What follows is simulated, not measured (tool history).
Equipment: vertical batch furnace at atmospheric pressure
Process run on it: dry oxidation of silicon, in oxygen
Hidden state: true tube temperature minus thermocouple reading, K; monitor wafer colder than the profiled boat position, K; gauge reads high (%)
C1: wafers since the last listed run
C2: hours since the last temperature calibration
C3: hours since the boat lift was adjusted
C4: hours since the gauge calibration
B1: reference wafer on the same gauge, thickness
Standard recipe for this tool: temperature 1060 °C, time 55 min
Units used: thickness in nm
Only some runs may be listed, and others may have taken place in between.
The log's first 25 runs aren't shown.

At hour 435.1: boat lift adjusted.
Run 26, hour 435.6: usual settings but temperature 1041 °C, time 33.5 min; C1 186; C2 244; C3 0.5; C4 214.3; B1 71.17. Result: thickness 53.57 nm.
Run 27, hour 449.6: usual settings but temperature 1073 °C, time 40.5 min; C1 230; C2 258; C3 14.5; C4 228.3; B1 71.31. Result: thickness 74.77 nm.
Run 28, hour 466.6: usual settings but temperature 1068 °C, time 82.5 min; C1 280; C2 275; C3 31.5; C4 245.3; B1 71.24. Result: thickness 108.94 nm.
Run 29, hour 482.6: usual settings but temperature 1080 °C, time 78.5 min; C1 263; C2 291; C3 47.5; C4 261.3; B1 71.09. Result: thickness 115.82 nm.
Run 30, hour 499: usual settings; C1 270; C2 307.4; C3 63.9; C4 277.7; B1 71.12. Result: thickness 81.51 nm.
Run 31, hour 508.6: usual settings but temperature 1048 °C, time 39 min; C1 158; C2 317; C3 73.5; C4 287.3; B1 71.12. Result: thickness 61.1 nm.
Run 32, hour 520.8: usual settings but temperature 1080 °C, time 46.5 min; C1 201; C2 329.2; C3 85.7; C4 299.5; B1 71.22. Result: thickness 84.93 nm.
Run 33, hour 534: usual settings but time 28.5 min; C1 217; C2 342.4; C3 98.9; C4 312.7; B1 71.09. Result: thickness 57 nm.
Run 34, hour 552.6: usual settings but temperature 1047 °C; C1 306; C2 361; C3 117.5; C4 331.3; B1 71.29. Result: thickness 73.94 nm.
Run 35, hour 568.9: usual settings but temperature 1078 °C, time 76.5 min; C1 268; C2 377.3; C3 133.8; C4 347.6; B1 71.16. Result: thickness 112.62 nm.

What if the next run were any one of these 3? Each begins from the tool's condition after run 35:
Run A, hour 573.5: usual settings but time 33 min; C1 75; C2 381.9; C3 138.4; C4 352.2; B1 ?. Result: thickness ?.
Run B, hour 573.5: usual settings but temperature 1049 °C, time 45 min; C1 75; C2 381.9; C3 138.4; C4 352.2; B1 ?. Result: thickness ?.
Run C, hour 573.5: usual settings but temperature 1082 °C, time 32 min; C1 75; C2 381.9; C3 138.4; C4 352.2; B1 ?. Result: thickness ?.

run     B1  thickness
  A  71.18      61.14
  B  71.18      66.74
  C  71.18      70.11
Had the tool no hidden state, the same runs would have come out as:
run  thickness
  A      61.14
  B      66.74
  C      70.11
